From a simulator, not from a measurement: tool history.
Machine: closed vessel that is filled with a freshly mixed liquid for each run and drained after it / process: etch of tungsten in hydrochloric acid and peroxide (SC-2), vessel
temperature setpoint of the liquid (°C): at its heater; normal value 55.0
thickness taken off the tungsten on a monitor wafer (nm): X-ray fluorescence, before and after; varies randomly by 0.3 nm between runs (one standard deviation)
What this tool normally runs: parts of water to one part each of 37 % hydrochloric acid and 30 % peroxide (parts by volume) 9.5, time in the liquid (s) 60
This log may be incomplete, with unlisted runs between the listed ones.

run,hour,temperature setpoint of the liquid (°C),parts of water to one part each of 37 % hydrochloric acid and 30 % peroxide (parts by volume),time in the liquid (s),"read-back film thickness of the tungsten reference wafer, read on the same gauge (nm)",thickness taken off the tungsten on a monitor wafer (nm)
1,0.0,55.0,9.5,60,150.02,37.47
2,109.7,55.0,9.5,60,150.05,37.77
3,184.7,57.5,9.5,60,150.01,46.14
# hour 235.5: thermometer replaced
4,251.4,55.0,9.5,45,150.02,25.63
5,325.8,55.0,9.5,45,149.99,25.48
6,425.5,55.0,9.5,45,149.97,26.04
7,520.7,55.0,13.5,60,149.98,26.24
8,558.4,55.0,9.5,60,150.01,35.64
9,608.3,55.0,9.5,60,149.99,35.65
10,856.8,55.0,9.5,60,150.01,37.13
11,959.3,50.5,11.0,70,150.00,29.45
12,1014.5,50.5,6.5,60,150.02,38.86
# hour 1037.5: gauge calibrated
13,1056.4,47.0,9.5,60,150.02,23.00
14,1109.8,55.0,9.5,60,150.01,38.83
# hour 1150.7: new drum of peroxide connected
# hour 1186.6: thermometer replaced
15,1208.0,55.0,13.5,40,150.02,17.76
# hour 1259.5: chemicals flow meter replaced
16,1296.8,55.0,9.5,60,150.00,32.49
17,1397.9,63.5,11.0,30,150.03,24.99
18,1501.8,55.0,6.5,95,150.04,71.45
19,1558.4,55.0,9.5,60,150.01,33.33
20,1625.7,55.0,9.5,60,149.98,34.11

Branching from run 20: 3 alternative next runs. What would each branch give?
A,1626.4,47.5,9.5,60,?,?
B,1626.4,55.0,6.0,40,?,?
C,1626.4,50.0,9.5,60,?,?

run,"read-back film thickness of the tungsten reference wafer, read on the same gauge (nm)",thickness taken off the tungsten on a monitor wafer (nm)
A,150.03,20.77
B,150.03,32.53
C,150.03,24.54
Stripped of hidden state, with their random variation kept, the same runs would have yielded:
run,thickness taken off the tungsten on a monitor wafer (nm)
A,19.10
B,30.07
C,22.60
